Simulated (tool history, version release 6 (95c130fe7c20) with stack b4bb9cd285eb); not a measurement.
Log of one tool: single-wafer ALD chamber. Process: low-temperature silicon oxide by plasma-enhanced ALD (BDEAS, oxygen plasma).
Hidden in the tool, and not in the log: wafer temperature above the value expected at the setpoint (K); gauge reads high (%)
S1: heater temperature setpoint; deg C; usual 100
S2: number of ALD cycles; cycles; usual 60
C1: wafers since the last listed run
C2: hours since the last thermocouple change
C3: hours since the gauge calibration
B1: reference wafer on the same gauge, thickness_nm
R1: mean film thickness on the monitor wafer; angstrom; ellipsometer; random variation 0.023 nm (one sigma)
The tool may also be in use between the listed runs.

{"run": 1, "hour": 0.0, "S1": 109, "S2": 54, "C1": 0, "C2": 2257.1, "C3": 471.6, "B1": 9.66, "R1": 83.1}
{"run": 2, "hour": 48.6, "S1": 109, "S2": 54, "C1": 334, "C2": 2305.7, "C3": 520.2, "B1": 9.658, "R1": 83.23}
{"run": 3, "hour": 96.2, "S1": 109, "S2": 54, "C1": 327, "C2": 2353.3, "C3": 567.8, "B1": 9.66, "R1": 83.32}
{"run": 4, "hour": 150.1, "S1": 100, "S2": 54, "C1": 371, "C2": 2407.2, "C3": 621.7, "B1": 9.666, "R1": 85.06}
{"run": 5, "hour": 210.6, "S1": 100, "S2": 60, "C1": 416, "C2": 2467.7, "C3": 682.2, "B1": 9.663, "R1": 94.92}
{"run": 6, "hour": 273.9, "S1": 100, "S2": 60, "C1": 436, "C2": 2531, "C3": 745.5, "B1": 9.669, "R1": 94.58}
{"run": 7, "hour": 340.1, "S1": 100, "S2": 60, "C1": 456, "C2": 2597.2, "C3": 811.7, "B1": 9.665, "R1": 94.35}
{"run": 8, "hour": 364.6, "S1": 100, "S2": 60, "C1": 168, "C2": 2621.7, "C3": 836.2, "B1": 9.663, "R1": 94.19}
{"run": 9, "hour": 396.1, "S1": 108, "S2": 64, "C1": 217, "C2": 2653.2, "C3": 867.7, "B1": 9.66, "R1": 98.34}
{"run": 10, "hour": 438.8, "S1": 108, "S2": 64, "C1": 294, "C2": 2695.9, "C3": 910.4, "B1": 9.662, "R1": 98.46}
{"run": 11, "hour": 510.6, "S1": 108, "S2": 64, "C1": 494, "C2": 2767.7, "C3": 982.2, "B1": 9.657, "R1": 98.2}
{"run": 12, "hour": 537.1, "S1": 100, "S2": 67, "C1": 182, "C2": 2794.2, "C3": 1008.7, "B1": 9.658, "R1": 105.73}
{"run": 13, "hour": 577.0, "S1": 100, "S2": 67, "C1": 274, "C2": 2834.1, "C3": 1048.6, "B1": 9.654, "R1": 105.53}
{"run": 14, "hour": 612.3, "S1": 100, "S2": 67, "C1": 243, "C2": 2869.4, "C3": 1083.9, "B1": 9.656, "R1": 105.66}
{"run": 15, "hour": 640.7, "S1": 89, "S2": 72, "C1": 195, "C2": 2897.8, "C3": 1112.3, "B1": 9.653, "R1": 117.52}
{"hour": 674.9, "done": "thermocouple changed; heater temperature recalibrated"}
{"run": 16, "hour": 708.4, "S1": 100, "S2": 60, "C1": 411, "C2": 33.5, "C3": 1180, "B1": 9.66, "R1": 93.37}
{"run": 17, "hour": 771.3, "S1": 100, "S2": 65, "C1": 433, "C2": 96.4, "C3": 1242.9, "B1": 9.656, "R1": 100.1}
{"run": 18, "hour": 814.3, "S1": 115, "S2": 51, "C1": 296, "C2": 139.4, "C3": 1285.9, "B1": 9.661, "R1": 77.09}
{"run": 19, "hour": 870.6, "S1": 113, "S2": 50, "C1": 387, "C2": 195.7, "C3": 1342.2, "B1": 9.657, "R1": 75.63}
{"hour": 906.0, "done": "gauge calibrated"}
{"run": 20, "hour": 925.6, "S1": 89, "S2": 68, "C1": 378, "C2": 250.7, "C3": 19.6, "B1": 9.666, "R1": 109.5}
{"run": 21, "hour": 991.9, "S1": 86, "S2": 70, "C1": 456, "C2": 317, "C3": 85.9, "B1": 9.658, "R1": 113.58}
{"run": 22, "hour": 1031.1, "S1": 115, "S2": 67, "C1": 270, "C2": 356.2, "C3": 125.1, "B1": 9.655, "R1": 101.65}
{"run": 23, "hour": 1061.8, "S1": 112, "S2": 49, "C1": 211, "C2": 386.9, "C3": 155.8, "B1": 9.655, "R1": 74.59}
{"run": 24, "hour": 1131.0, "S1": 94, "S2": 69, "C1": 476, "C2": 456.1, "C3": 225, "B1": 9.657, "R1": 109.31}
{"run": 25, "hour": 1179.9, "S1": 91, "S2": 60, "C1": 336, "C2": 505, "C3": 273.9, "B1": 9.665, "R1": 96}
{"run": 26, "hour": 1242.5, "S1": 100, "S2": 60, "C1": 431, "C2": 567.6, "C3": 336.5, "B1": 9.656, "R1": 93.6}
{"run": 27, "hour": 1291.8, "S1": 100, "S2": 65, "C1": 339, "C2": 616.9, "C3": 385.8, "B1": 9.663, "R1": 101.19}
{"run": 28, "hour": 1325.9, "S1": 88, "S2": 54, "C1": 234, "C2": 651, "C3": 419.9, "B1": 9.666, "R1": 87.3}
{"run": 29, "hour": 1388.6, "S1": 100, "S2": 49, "C1": 431, "C2": 713.7, "C3": 482.6, "B1": 9.66, "R1": 76.53}

Forecast each of these 3 alternatives for the next run:
{"run": "A", "hour": 1389.1, "S1": 100, "S2": 60, "C1": 3, "C2": 714.2, "C3": 483.1, "B1": "?", "R1": "?"}
{"run": "B", "hour": 1389.1, "S1": 100, "S2": 66, "C1": 3, "C2": 714.2, "C3": 483.1, "B1": "?", "R1": "?"}
{"run": "C", "hour": 1389.1, "S1": 111, "S2": 67, "C1": 3, "C2": 714.2, "C3": 483.1, "B1": "?", "R1": "?"}

run=A B1=9.66 R1=93.65
run=B B1=9.66 R1=103.02
run=C B1=9.66 R1=102.15
Without the tool's hidden state the same runs would have given:
run=A R1=92.54
run=B R1=101.8
run=C R1=101.53
